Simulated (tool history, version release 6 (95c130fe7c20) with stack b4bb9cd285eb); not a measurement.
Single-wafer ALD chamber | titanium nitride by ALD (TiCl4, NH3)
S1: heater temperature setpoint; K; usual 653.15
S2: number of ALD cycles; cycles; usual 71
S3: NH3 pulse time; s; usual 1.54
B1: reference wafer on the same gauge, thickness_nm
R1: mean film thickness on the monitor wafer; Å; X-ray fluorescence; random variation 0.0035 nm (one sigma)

run	hour	S1	S2	S3	B1	R1
1	0	653.15	71	1.9	1.32	14.24
2	19.7	653.15	71	1.54	1.32	14.04
3	43.2	653.15	71	1.54	1.32	14.02
4	75.2	653.15	71	1.54	1.32	14.01
5	108.3	646.15	71	1.54	1.32	13.79
6	129.1	646.15	71	1.54	1.319	13.88
7	156.4	653.15	77	1.54	1.321	15.21
8	187.2	653.15	77	1.54	1.32	15.16
9	209.2	653.15	60	1.54	1.319	11.83
10	227.7	653.15	60	1.54	1.321	11.88
11	248.2	653.15	71	1.36	1.32	13.87
12	277.3	653.15	71	1.36	1.32	13.85
13	310.5	653.15	82	1.11	1.32	15.55
14	337.4	653.15	71	1.54	1.32	14.04
15	365.2	653.15	71	1.54	1.32	14.03
# hour 389.2: thermocouple changed; heater temperature recalibrated
16	389.7	653.15	71	1.54	1.32	14.02
17	411	653.15	71	1.54	1.32	13.94
18	424.7	653.15	71	1.54	1.32	14.07
19	443.1	644.15	77	1.37	1.32	14.78
20	467.3	661.15	58	2.12	1.32	11.81
21	499.3	665.15	62	1.03	1.319	11.96
22	512.1	639.15	77	1.32	1.32	14.48
23	534.2	653.15	71	1.84	1.32	14.22
24	638.2	639.15	67	1.24	1.32	12.47
# hour 646.3: gauge calibrated
25	665.1	664.15	84	1.82	1.32	16.95
26	678.3	653.15	60	1.91	1.321	12.05
27	708.5	641.15	64	1.54	1.319	12.4
# hour 724: showerhead replaced
28	724.5	660.15	82	1.3	1.32	16.07
29	747.3	653.15	71	1.08	1.32	13.41
30	769.6	662.15	63	2.14	1.321	12.85
31	798.5	653.15	64	1.54	1.32	12.64
32	824.3	653.15	71	1.54	1.321	13.99
33	845.2	653.15	71	1.54	1.319	14
34	878.4	653.15	71	1.54	1.32	14.01
35	903.6	664.15	71	1.78	1.32	14.37
36	917.4	653.15	71	2.13	1.32	14.38
37	951.6	639.15	64	2.07	1.32	12.67
38	969.5	647.15	79	1.75	1.319	15.62
39	1073.1	638.15	61	1.7	1.321	11.8

5 ways to go on from here, each from the tool as it stands after run 39. What would each give?
A	1073.6	653.15	71	1.22	?	?
B	1073.6	658.15	63	1.54	?	?
C	1073.6	653.15	66	1.36	?	?
D	1073.6	658.15	71	1.54	?	?
E	1073.6	661.15	65	1.36	?	?

run	B1	R1
A	1.32	13.66
B	1.32	12.51
C	1.32	12.86
D	1.32	14.1
E	1.32	12.82
Without the tool's hidden state the same runs would have given:
run	R1
A	13.66
B	12.51
C	12.86
D	14.1
E	12.82
